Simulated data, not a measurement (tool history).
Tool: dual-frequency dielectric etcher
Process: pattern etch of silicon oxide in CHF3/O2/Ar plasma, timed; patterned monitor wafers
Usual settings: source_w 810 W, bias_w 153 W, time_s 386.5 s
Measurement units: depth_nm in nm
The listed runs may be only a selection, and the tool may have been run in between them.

run	hour	source_w	bias_w	time_s	wafers since the last listed run	hours since the last wet clean	hours since the last source power generator calibration	hours since the last bias power generator calibration	hours since the last upper electrode change	hours since the gauge calibration	read-back reference wafer on the same gauge, depth_nm	depth_nm
1	0.0	680	153	386.5	0	348.7	3762.8	3562.0	3511.0	2634.0	851.2	789.1
2	92.1	680	153	386.5	491	440.8	3854.9	3654.1	3603.1	2726.1	853.3	778.4
# hour 145.3: gauge calibrated
3	153.0	810	153	386.5	325	501.7	3915.8	3715.0	3664.0	7.7	829.4	818.1
# hour 236.7: wet clean of the chamber
4	249.8	810	153	386.5	388	13.1	4012.6	3811.8	3760.8	104.5	830.5	821.1
# hour 254.5: source power generator calibrated
# hour 314.9: bias power generator calibrated
5	326.4	810	153	386.5	366	89.7	71.9	11.5	3837.4	181.1	830.8	821.9
6	366.2	810	153	386.5	212	129.5	111.7	51.3	3877.2	220.9	831.1	825.8
7	420.2	810	178	317.0	288	183.5	165.7	105.3	3931.2	274.9	830.7	708.0
8	509.6	680	153	386.5	477	272.9	255.1	194.7	4020.6	364.3	831.4	762.8
9	609.1	640	153	386.5	531	372.4	354.6	294.2	4120.1	463.8	833.3	746.8
10	668.7	640	153	386.5	318	432.0	414.2	353.8	4179.7	523.4	832.9	747.2
11	722.6	810	166	278.0	287	485.9	468.1	407.7	4233.6	577.3	833.1	604.7
12	784.8	870	188	386.5	332	548.1	530.3	469.9	4295.8	639.5	835.3	915.1
# hour 861.0: wet clean of the chamber
# hour 931.2: upper electrode replaced
13	931.7	880	128	469.5	528	70.7	677.2	616.8	0.5	786.4	835.3	994.9
14	998.6	810	141	324.5	357	137.6	744.1	683.7	67.4	853.3	835.6	678.7
15	1051.0	990	141	332.0	279	190.0	796.5	736.1	119.8	905.7	835.2	766.7
16	1115.6	880	142	483.0	345	254.6	861.1	800.7	184.4	970.3	837.4	1056.7
17	1157.4	690	165	282.5	223	296.4	902.9	842.5	226.2	1012.1	836.0	577.1
18	1204.7	810	142	424.0	252	343.7	950.2	889.8	273.5	1059.4	837.4	889.3

Run 19 is up next; what results do you expect?
19	1308.2	660	132	440.5	552	447.2	1053.7	993.3	377.0	1162.9	?	?

Run 19 came out at read-back reference wafer on the same gauge, depth_nm 838.0, depth_nm 836.2 nm.
Were there no unlogged condition in the tool, this run, its random variation unchanged, would have produced depth_nm 827.0 nm.

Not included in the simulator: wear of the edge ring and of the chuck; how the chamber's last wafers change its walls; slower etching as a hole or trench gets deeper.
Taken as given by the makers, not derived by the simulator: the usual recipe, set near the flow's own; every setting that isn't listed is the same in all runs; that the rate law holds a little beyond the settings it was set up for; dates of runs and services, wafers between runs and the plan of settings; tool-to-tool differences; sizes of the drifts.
